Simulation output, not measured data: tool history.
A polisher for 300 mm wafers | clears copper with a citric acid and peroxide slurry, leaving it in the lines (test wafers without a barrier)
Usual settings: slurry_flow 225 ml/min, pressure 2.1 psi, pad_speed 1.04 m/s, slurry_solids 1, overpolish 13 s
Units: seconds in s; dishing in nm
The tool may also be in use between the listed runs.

run,hour,slurry_flow,pressure,pad_speed,slurry_solids,overpolish,"incoming thickness of the incoming film, nm",seconds,dishing
1,0,225,2.1,1.28,1,13,257.1,136.2,18.3
2,82,265,2.1,1.04,1,13,253.1,153,16
# hour 95.4: worn pad replaced by a new one
3,170.5,225,2.1,1.04,1,15,259.8,166.3,17.5
4,211.7,225,2.1,1.04,1,13,255.6,162.6,15.1
5,293.1,225,2.1,1.04,1,13,255.5,162.5,15.4
6,343.1,225,2.1,0.82,1,13,253.6,200.7,12.6
# hour 404.6: slurry blender recalibrated
7,411.8,225,2.1,0.8,0.75,13,259.8,226.2,11.5
# hour 425.1: slurry nozzle cleaned, repeated, since the last time left the tool worse
8,490.4,225,2.1,1.04,1,13,258.1,149.5,16.7
9,586.3,225,2.1,0.88,0.75,13,256.5,177.5,14.1
10,631,225,2.1,1.04,1,13,260,146.4,16.5
# hour 639.9: head pressure recalibrated
11,718.9,160,1.4,0.94,1,13,255.5,246.8,10
# hour 747.1: worn pad replaced by a new one
12,761.3,225,1.7,0.8,1,13,254.9,222.4,11.7
13,802.3,225,1.8,1.04,1,13,257.4,173,14.4
14,876.7,225,1.6,1.32,1,13,253.9,163,15.5
15,915.2,175,2.1,1.04,1,13,254.7,154,15.8
16,979.7,225,2.1,1.04,1,13,258.3,151.5,15.8
17,1048.5,225,2.1,1.04,1,16,253.1,148,20.1
# hour 1123.1: slurry blender recalibrated
# hour 1272.1: head pressure recalibrated
# hour 1294.8: slurry nozzle cleaned
18,1343.3,165,1.6,1.3,1,17,254.3,172.1,18.8
# hour 1384.6: worn pad replaced by a new one
19,1422.1,295,2.1,1.36,0.75,17,251.4,120.8,25.3
20,1487.8,225,2.4,1.04,1,13,259,130.8,19.2
21,1575.5,165,2.1,0.82,0.9,16,254.5,189.2,16.3
22,1613.6,180,2.1,1.2,1,13,252.8,134.9,17.8
23,1697,225,2.1,0.9,1,7,251.7,167.6,8.3
24,1787.2,225,1.6,1.34,0.9,15,260.3,165,17.1
# hour 1812.3: slurry blender recalibrated
25,1844.5,225,1.5,1.04,1.1,11,250.8,207.2,10.4
# hour 1891: head pressure recalibrated
26,1939.4,225,2.1,0.88,1.1,13,251.5,165,14.7
# hour 2028.6: slurry nozzle cleaned
27,2036.6,225,2.1,1.04,1,13,255.2,147.4,17

Some steps in seconds between neighbouring runs. How much of each would the tool show without its hidden state too (settings, what came in, random variation), and how much is left for the hidden state, with any gauge scatter that isn't in both results?
The hidden state here: removal rate lost through wear of the pad, %; slurry flow missing at the pad, %; deviation of the head's pressure from its setpoint, %; abrasive missing from the slurry, %.
Run 6 -> 7: pad_speed 0.82 -> 0.8, slurry_solids 1 -> 0.75, slurry blender recalibrated. seconds +25.5 s: hidden state +5.9, all else +19.6.
Run 7 -> 8: pad_speed 0.8 -> 1.04, slurry_solids 0.75 -> 1, slurry nozzle cleaned, repeated, since the last time left the tool worse. seconds -76.7 s: hidden state -28, all else -48.7.
Run 10 -> 11: slurry_flow 225 -> 160, pressure 2.1 -> 1.4, pad_speed 1.04 -> 0.94, head pressure recalibrated. seconds +100.4 s: hidden state +0.9, all else +99.5.
